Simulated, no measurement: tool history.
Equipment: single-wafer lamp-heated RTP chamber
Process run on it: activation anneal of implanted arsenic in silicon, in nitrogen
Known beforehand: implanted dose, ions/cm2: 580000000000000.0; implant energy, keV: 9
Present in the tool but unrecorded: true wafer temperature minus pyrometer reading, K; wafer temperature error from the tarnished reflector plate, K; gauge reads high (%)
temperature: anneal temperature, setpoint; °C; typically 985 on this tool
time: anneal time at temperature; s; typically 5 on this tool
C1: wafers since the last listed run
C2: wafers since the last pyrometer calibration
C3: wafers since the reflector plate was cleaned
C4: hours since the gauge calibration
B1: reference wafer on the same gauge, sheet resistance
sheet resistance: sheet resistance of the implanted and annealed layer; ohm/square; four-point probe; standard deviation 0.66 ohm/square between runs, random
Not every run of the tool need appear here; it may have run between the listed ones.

{"run": 1, "hour": 0.0, "temperature": 985, "time": 5, "C1": 0, "C2": 9504, "C3": 3021, "C4": 2025, "B1": 198.5, "sheet resistance": 200.65}
{"run": 2, "hour": 41.2, "temperature": 985, "time": 5, "C1": 1073, "C2": 10578, "C3": 4094, "C4": 2066.2, "B1": 198.08, "sheet resistance": 201.16}
{"run": 3, "hour": 71.5, "temperature": 963, "time": 5, "C1": 789, "C2": 11367, "C3": 4884, "C4": 2096.5, "B1": 198.24, "sheet resistance": 209.88}
{"run": 4, "hour": 134.9, "temperature": 963, "time": 5, "C1": 1652, "C2": 13019, "C3": 6536, "C4": 2159.9, "B1": 197.89, "sheet resistance": 210.52}
{"hour": 183.5, "done": "pyrometer window cleaned and pyrometer calibrated"}
{"run": 5, "hour": 193.8, "temperature": 985, "time": 5, "C1": 1326, "C2": 267, "C3": 7863, "C4": 2218.8, "B1": 197.71, "sheet resistance": 200.19}
{"run": 6, "hour": 231.4, "temperature": 985, "time": 5, "C1": 979, "C2": 1247, "C3": 8842, "C4": 2256.4, "B1": 197.51, "sheet resistance": 200.52}
{"run": 7, "hour": 301.9, "temperature": 985, "time": 5, "C1": 1837, "C2": 3084, "C3": 10680, "C4": 2326.9, "B1": 197.42, "sheet resistance": 199.56}
{"run": 8, "hour": 365.6, "temperature": 969, "time": 5, "C1": 1659, "C2": 4744, "C3": 12340, "C4": 2390.6, "B1": 197.11, "sheet resistance": 206.05}
{"run": 9, "hour": 404.5, "temperature": 969, "time": 5, "C1": 1013, "C2": 5758, "C3": 13353, "C4": 2429.5, "B1": 196.94, "sheet resistance": 205.17}
{"hour": 449.6, "done": "reflector plate cleaned"}
{"run": 10, "hour": 454.6, "temperature": 969, "time": 5, "C1": 1097, "C2": 6855, "C3": 130, "C4": 2479.6, "B1": 197.01, "sheet resistance": 206.34}
{"run": 11, "hour": 484.6, "temperature": 985, "time": 5, "C1": 781, "C2": 7637, "C3": 911, "C4": 2509.6, "B1": 196.89, "sheet resistance": 199.83}
{"run": 12, "hour": 543.5, "temperature": 958, "time": 3, "C1": 1534, "C2": 9172, "C3": 2446, "C4": 2568.5, "B1": 196.6, "sheet resistance": 219.35}
{"run": 13, "hour": 574.9, "temperature": 985, "time": 5, "C1": 818, "C2": 9990, "C3": 3265, "C4": 2599.9, "B1": 196.52, "sheet resistance": 199.17}
{"hour": 613.6, "done": "gauge calibrated"}
{"hour": 615.1, "done": "pyrometer window cleaned and pyrometer calibrated"}
{"run": 14, "hour": 631.8, "temperature": 996, "time": 7, "C1": 1274, "C2": 436, "C3": 4539, "C4": 18.2, "B1": 204.17, "sheet resistance": 198.71}
{"run": 15, "hour": 685.1, "temperature": 1013, "time": 5, "C1": 1388, "C2": 1825, "C3": 5928, "C4": 71.5, "B1": 203.94, "sheet resistance": 199.55}
{"run": 16, "hour": 724.0, "temperature": 967, "time": 4, "C1": 1013, "C2": 2839, "C3": 6941, "C4": 110.4, "B1": 203.9, "sheet resistance": 217.28}
{"run": 17, "hour": 831.7, "temperature": 956, "time": 5, "C1": 2806, "C2": 5645, "C3": 9748, "C4": 218.1, "B1": 203.72, "sheet resistance": 220.03}
{"run": 18, "hour": 884.8, "temperature": 956, "time": 7, "C1": 1383, "C2": 7029, "C3": 11132, "C4": 271.2, "B1": 203.35, "sheet resistance": 215.67}
{"run": 19, "hour": 920.6, "temperature": 985, "time": 5, "C1": 932, "C2": 7962, "C3": 12065, "C4": 307, "B1": 203.27, "sheet resistance": 206.28}
{"run": 20, "hour": 956.0, "temperature": 969, "time": 3, "C1": 922, "C2": 8884, "C3": 12987, "C4": 342.4, "B1": 203.18, "sheet resistance": 220.09}
{"hour": 982.4, "done": "reflector plate cleaned"}
{"run": 21, "hour": 985.6, "temperature": 985, "time": 6, "C1": 562, "C2": 9447, "C3": 82, "C4": 372, "B1": 203.22, "sheet resistance": 204.31}
{"run": 22, "hour": 1042.5, "temperature": 985, "time": 3, "C1": 1482, "C2": 10930, "C3": 1565, "C4": 428.9, "B1": 202.91, "sheet resistance": 212.33}
{"hour": 1102.6, "done": "pyrometer window cleaned and pyrometer calibrated"}
{"run": 23, "hour": 1103.1, "temperature": 967, "time": 4, "C1": 1370, "C2": 12, "C3": 2936, "C4": 489.5, "B1": 202.68, "sheet resistance": 218.04}
{"run": 24, "hour": 1169.0, "temperature": 972, "time": 3, "C1": 1717, "C2": 1729, "C3": 4653, "C4": 555.4, "B1": 202.32, "sheet resistance": 217.62}
{"run": 25, "hour": 1226.3, "temperature": 985, "time": 5, "C1": 1493, "C2": 3222, "C3": 6146, "C4": 612.7, "B1": 202.35, "sheet resistance": 205.38}
{"run": 26, "hour": 1253.9, "temperature": 956, "time": 4, "C1": 719, "C2": 3941, "C3": 6865, "C4": 640.3, "B1": 202.25, "sheet resistance": 220.97}
{"run": 27, "hour": 1314.7, "temperature": 998, "time": 7, "C1": 1584, "C2": 5526, "C3": 8450, "C4": 701.1, "B1": 201.93, "sheet resistance": 196.73}
{"run": 28, "hour": 1371.0, "temperature": 966, "time": 5, "C1": 1467, "C2": 6993, "C3": 9917, "C4": 757.4, "B1": 201.92, "sheet resistance": 213.56}
{"run": 29, "hour": 1411.9, "temperature": 985, "time": 5, "C1": 1065, "C2": 8059, "C3": 10983, "C4": 798.3, "B1": 201.66, "sheet resistance": 204.85}
{"run": 30, "hour": 1448.0, "temperature": 967, "time": 3, "C1": 940, "C2": 8999, "C3": 11923, "C4": 834.4, "B1": 201.59, "sheet resistance": 219.28}
{"hour": 1511.9, "done": "reflector plate cleaned"}
{"run": 31, "hour": 1512.4, "temperature": 965, "time": 7, "C1": 1469, "C2": 10469, "C3": 13, "C4": 898.8, "B1": 201.54, "sheet resistance": 208}
{"run": 32, "hour": 1548.6, "temperature": 1012, "time": 3, "C1": 943, "C2": 11413, "C3": 956, "C4": 935, "B1": 201.38, "sheet resistance": 202.63}
{"hour": 1569.5, "done": "pyrometer window cleaned and pyrometer calibrated"}
{"run": 33, "hour": 1616.0, "temperature": 985, "time": 5, "C1": 1547, "C2": 1212, "C3": 2504, "C4": 1002.4, "B1": 201.15, "sheet resistance": 203.57}
{"run": 34, "hour": 1686.3, "temperature": 994, "time": 6, "C1": 1831, "C2": 3044, "C3": 4336, "C4": 1072.7, "B1": 200.86, "sheet resistance": 198.96}
{"run": 35, "hour": 1721.7, "temperature": 996, "time": 6, "C1": 922, "C2": 3966, "C3": 5259, "C4": 1108.1, "B1": 200.69, "sheet resistance": 198.84}

Hidden state, per run?
true wafer temperature minus pyrometer reading, K: 0 at every run
wafer temperature error from the tarnished reflector plate, K: 0 at every run
H1: gauge reads high (%)
run=1 H1=-2.77
run=2 H1=-2.84
run=3 H1=-2.88
run=4 H1=-2.98
run=5 H1=-3.07
run=6 H1=-3.12
run=7 H1=-3.23
run=8 H1=-3.33
run=9 H1=-3.39
run=10 H1=-3.46
run=11 H1=-3.51
run=12 H1=-3.6
run=13 H1=-3.64
run=14 H1=0.0879
run=15 H1=0.00708
run=16 H1=-0.0519
run=17 H1=-0.215
run=18 H1=-0.296
run=19 H1=-0.35
run=20 H1=-0.403
run=21 H1=-0.448
run=22 H1=-0.535
run=23 H1=-0.626
run=24 H1=-0.726
run=25 H1=-0.813
run=26 H1=-0.855
run=27 H1=-0.947
run=28 H1=-1.03
run=29 H1=-1.09
run=30 H1=-1.15
run=31 H1=-1.25
run=32 H1=-1.3
run=33 H1=-1.4
run=34 H1=-1.51
run=35 H1=-1.56
